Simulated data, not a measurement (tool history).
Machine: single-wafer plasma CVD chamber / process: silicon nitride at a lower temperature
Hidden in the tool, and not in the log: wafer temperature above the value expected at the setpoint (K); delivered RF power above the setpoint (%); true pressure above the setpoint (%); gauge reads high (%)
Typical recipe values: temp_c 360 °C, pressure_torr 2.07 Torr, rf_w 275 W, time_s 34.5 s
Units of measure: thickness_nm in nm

| run | day | temp_c | pressure_torr | rf_w | time_s | wafers since the last listed run | hours since the last thermocouple change | hours since the last RF generator calibration | hours since the last manometer calibration | hours since the showerhead was replaced | hours since the gauge calibration | read-back reference wafer on the same gauge, thickness_nm | thickness_nm |
|---|---|---|---|---|---|---|---|---|---|---|---|---|---|
| 1 | 0.000 | 360 | 1.84 | 275 | 34.5 | 0 | 1839.3 | 1916.7 | 1715.1 | 4872.4 | 606.1 | 35.879 | 38.696 |
| 2 | 0.954 | 360 | 1.84 | 275 | 34.5 | 818 | 1862.2 | 1939.6 | 1738.0 | 4895.3 | 629.0 | 35.872 | 38.735 |
| 3 | 1.896 | 360 | 1.84 | 275 | 34.5 | 807 | 1884.8 | 1962.2 | 1760.6 | 4917.9 | 651.6 | 35.846 | 38.565 |
| 4 | 2.525 | 360 | 2.43 | 275 | 34.5 | 539 | 1899.9 | 1977.3 | 1775.7 | 4933.0 | 666.7 | 35.802 | 43.204 |
| 5 | 3.938 | 360 | 2.43 | 275 | 34.5 | 1211 | 1933.8 | 2011.2 | 1809.6 | 4966.9 | 700.6 | 35.689 | 43.648 |
|  | 4.246 | gauge calibrated |
| 6 | 5.062 | 360 | 2.07 | 275 | 34.5 | 965 | 1960.8 | 2038.2 | 1836.6 | 4993.9 | 19.6 | 36.643 | 42.064 |
|  | 5.850 | showerhead replaced |
| 7 | 6.042 | 360 | 2.07 | 275 | 34.5 | 554 | 1984.3 | 2061.7 | 1860.1 | 4.6 | 43.1 | 36.676 | 41.850 |
| 8 | 6.583 | 360 | 2.07 | 275 | 34.5 | 464 | 1997.3 | 2074.7 | 1873.1 | 17.6 | 56.1 | 36.690 | 41.819 |
|  | 7.712 | thermocouple changed; heater temperature recalibrated |
| 9 | 7.804 | 360 | 2.07 | 275 | 34.5 | 761 | 2.2 | 2104.0 | 1902.4 | 46.9 | 85.4 | 36.674 | 42.161 |
| 10 | 9.012 | 360 | 2.07 | 275 | 34.5 | 1036 | 31.2 | 2133.0 | 1931.4 | 75.9 | 114.4 | 36.696 | 41.604 |
| 11 | 9.612 | 360 | 2.07 | 275 | 34.5 | 514 | 45.6 | 2147.4 | 1945.8 | 90.3 | 128.8 | 36.736 | 42.371 |
| 12 | 11.000 | 360 | 2.07 | 275 | 34.5 | 1190 | 78.9 | 2180.7 | 1979.1 | 123.6 | 162.1 | 36.622 | 41.855 |
| 13 | 12.462 | 360 | 2.07 | 275 | 34.5 | 1254 | 114.0 | 2215.8 | 2014.2 | 158.7 | 197.2 | 36.617 | 41.466 |
| 14 | 13.167 | 360 | 2.07 | 275 | 34.5 | 604 | 130.9 | 2232.7 | 2031.1 | 175.6 | 214.1 | 36.588 | 42.029 |
| 15 | 14.321 | 360 | 2.07 | 275 | 34.5 | 990 | 158.6 | 2260.4 | 2058.8 | 203.3 | 241.8 | 36.636 | 41.862 |
| 16 | 15.183 | 364 | 1.62 | 275 | 34.5 | 739 | 179.3 | 2281.1 | 2079.5 | 224.0 | 262.5 | 36.536 | 36.763 |
| 17 | 16.179 | 360 | 2.07 | 275 | 34.5 | 854 | 203.2 | 2305.0 | 2103.4 | 247.9 | 286.4 | 36.552 | 41.698 |
| 18 | 16.854 | 347 | 1.75 | 250 | 39.1 | 579 | 219.4 | 2321.2 | 2119.6 | 264.1 | 302.6 | 36.551 | 39.695 |
|  | 17.804 | RF generator calibrated |
| 19 | 18.000 | 345 | 1.71 | 275 | 37.7 | 697 | 246.9 | 4.7 | 2147.1 | 291.6 | 330.1 | 36.492 | 41.715 |
| 20 | 19.200 | 372 | 2.07 | 275 | 34.5 | 1029 | 275.7 | 33.5 | 2175.9 | 320.4 | 358.9 | 36.485 | 41.365 |
| 21 | 19.992 | 350 | 2.36 | 275 | 34.5 | 679 | 294.7 | 52.5 | 2194.9 | 339.4 | 377.9 | 36.494 | 43.987 |
|  | 20.596 | capacitance manometer re-zeroed and calibrated |
| 22 | 21.362 | 360 | 2.07 | 275 | 34.5 | 890 | 327.6 | 85.4 | 18.4 | 372.3 | 410.8 | 36.432 | 41.846 |
| 23 | 22.279 | 360 | 2.40 | 275 | 28.2 | 786 | 349.6 | 107.4 | 40.4 | 394.3 | 432.8 | 36.400 | 35.950 |
| 24 | 23.529 | 360 | 1.85 | 325 | 40.4 | 1072 | 379.6 | 137.4 | 70.4 | 424.3 | 462.8 | 36.304 | 53.866 |
| 25 | 24.408 | 345 | 1.85 | 295 | 36.2 | 754 | 400.7 | 158.5 | 91.5 | 445.4 | 483.9 | 36.273 | 44.122 |
| 26 | 25.412 | 360 | 2.07 | 300 | 34.5 | 861 | 424.8 | 182.6 | 115.6 | 469.5 | 508.0 | 36.199 | 44.984 |
| 27 | 26.771 | 360 | 2.07 | 275 | 32.7 | 1165 | 457.4 | 215.2 | 148.2 | 502.1 | 540.6 | 36.197 | 39.220 |
| 28 | 28.033 | 360 | 2.42 | 240 | 31.3 | 1083 | 487.7 | 245.5 | 178.5 | 532.4 | 570.9 | 36.133 | 34.545 |
| 29 | 28.754 | 360 | 1.84 | 230 | 34.5 | 618 | 505.0 | 262.8 | 195.8 | 549.7 | 588.2 | 36.162 | 32.518 |

Some steps in thickness_nm, run to run, broken into two amounts with sign: the step expected even without the hidden condition (settings, incoming material, random variation), and the rest, left for the hidden condition together with whatever gauge scatter is not in both the measured and the hidden-condition-free result:
Run 5 -> 6: pressure_torr 2.43 -> 2.07, gauge calibrated. thickness_nm -1.584 nm: hidden state +1.253, all else -2.837.
Run 23 -> 24: pressure_torr 2.40 -> 1.85, rf_w 275 -> 325, time_s 28.2 -> 40.4. thickness_nm +17.916 nm: hidden state -0.186, all else +18.102.
Run 24 -> 25: temp_c 360 -> 345, rf_w 325 -> 295, time_s 40.4 -> 36.2. thickness_nm -9.744 nm: hidden state +0.033, all else -9.777.
